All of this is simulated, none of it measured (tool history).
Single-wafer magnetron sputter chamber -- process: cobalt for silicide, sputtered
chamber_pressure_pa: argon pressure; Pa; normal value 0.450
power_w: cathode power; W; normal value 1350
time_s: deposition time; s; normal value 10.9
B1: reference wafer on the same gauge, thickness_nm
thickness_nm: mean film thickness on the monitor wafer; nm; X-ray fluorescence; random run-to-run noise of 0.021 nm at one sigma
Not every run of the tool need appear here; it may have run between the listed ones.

{"run": 1, "hour": 0.0, "chamber_pressure_pa": 0.45, "power_w": 1350, "time_s": 10.9, "B1": 6.701, "thickness_nm": 6.765}
{"hour": 4.7, "done": "sputter target and shields replaced"}
{"run": 2, "hour": 25.7, "chamber_pressure_pa": 0.495, "power_w": 1600, "time_s": 10.9, "B1": 6.711, "thickness_nm": 7.896}
{"run": 3, "hour": 57.9, "chamber_pressure_pa": 0.495, "power_w": 1600, "time_s": 10.9, "B1": 6.715, "thickness_nm": 7.855}
{"run": 4, "hour": 91.2, "chamber_pressure_pa": 0.45, "power_w": 1350, "time_s": 10.9, "B1": 6.724, "thickness_nm": 6.802}
{"run": 5, "hour": 125.7, "chamber_pressure_pa": 0.45, "power_w": 1350, "time_s": 10.9, "B1": 6.73, "thickness_nm": 6.815}
{"run": 6, "hour": 140.4, "chamber_pressure_pa": 0.45, "power_w": 1350, "time_s": 10.9, "B1": 6.734, "thickness_nm": 6.803}
{"hour": 156.3, "done": "sputter target and shields replaced"}
{"run": 7, "hour": 169.3, "chamber_pressure_pa": 0.45, "power_w": 1350, "time_s": 10.9, "B1": 6.741, "thickness_nm": 6.788}
{"run": 8, "hour": 181.9, "chamber_pressure_pa": 0.45, "power_w": 1350, "time_s": 10.9, "B1": 6.743, "thickness_nm": 6.823}
{"run": 9, "hour": 199.5, "chamber_pressure_pa": 0.45, "power_w": 1350, "time_s": 10.9, "B1": 6.742, "thickness_nm": 6.845}
{"run": 10, "hour": 212.1, "chamber_pressure_pa": 0.45, "power_w": 1350, "time_s": 10.9, "B1": 6.75, "thickness_nm": 6.807}
{"hour": 238.4, "done": "magnet pack replaced"}
{"run": 11, "hour": 242.3, "chamber_pressure_pa": 0.45, "power_w": 1350, "time_s": 10.9, "B1": 6.761, "thickness_nm": 6.858}
{"run": 12, "hour": 259.4, "chamber_pressure_pa": 0.331, "power_w": 1150, "time_s": 10.9, "B1": 6.764, "thickness_nm": 6.039}
{"run": 13, "hour": 286.0, "chamber_pressure_pa": 0.377, "power_w": 1600, "time_s": 10.3, "B1": 6.774, "thickness_nm": 7.812}
{"hour": 298.2, "done": "gauge calibrated"}
{"hour": 304.0, "done": "sputter target and shields replaced"}
{"run": 14, "hour": 307.9, "chamber_pressure_pa": 0.357, "power_w": 1600, "time_s": 10.9, "B1": 6.681, "thickness_nm": 8.19}
{"run": 15, "hour": 339.2, "chamber_pressure_pa": 0.383, "power_w": 1150, "time_s": 13.1, "B1": 6.682, "thickness_nm": 7.077}
{"run": 16, "hour": 363.4, "chamber_pressure_pa": 0.6, "power_w": 1450, "time_s": 12.3, "B1": 6.684, "thickness_nm": 7.801}
{"run": 17, "hour": 385.6, "chamber_pressure_pa": 0.344, "power_w": 1250, "time_s": 10.9, "B1": 6.693, "thickness_nm": 6.459}
{"run": 18, "hour": 397.7, "chamber_pressure_pa": 0.45, "power_w": 1350, "time_s": 10.9, "B1": 6.688, "thickness_nm": 6.735}
{"run": 19, "hour": 413.2, "chamber_pressure_pa": 0.619, "power_w": 1500, "time_s": 11.7, "B1": 6.69, "thickness_nm": 7.663}
{"hour": 423.8, "done": "capacitance manometer re-zeroed and calibrated"}
{"hour": 448.1, "done": "sputter target and shields replaced"}
{"run": 20, "hour": 506.4, "chamber_pressure_pa": 0.45, "power_w": 1550, "time_s": 9.9, "B1": 6.685, "thickness_nm": 7.022}
{"run": 21, "hour": 531.7, "chamber_pressure_pa": 0.45, "power_w": 1350, "time_s": 10.9, "B1": 6.695, "thickness_nm": 6.806}

The tool's hidden state at each run:
deposition rate above that of a new target (%): 0, the same for each run
true argon pressure above the setpoint (%): 0, the same for each run
H1: gauge reads high (%)
run=1 H1=0.382
run=2 H1=0.447
run=3 H1=0.534
run=4 H1=0.632
run=5 H1=0.742
run=6 H1=0.79
run=7 H1=0.891
run=8 H1=0.936
run=9 H1=1
run=10 H1=1.05
run=11 H1=1.17
run=12 H1=1.24
run=13 H1=1.35
run=14 H1=0.048
run=15 H1=0.0533
run=16 H1=0.0619
run=17 H1=0.0731
run=18 H1=0.0807
run=19 H1=0.0917
run=20 H1=0.192
run=21 H1=0.229
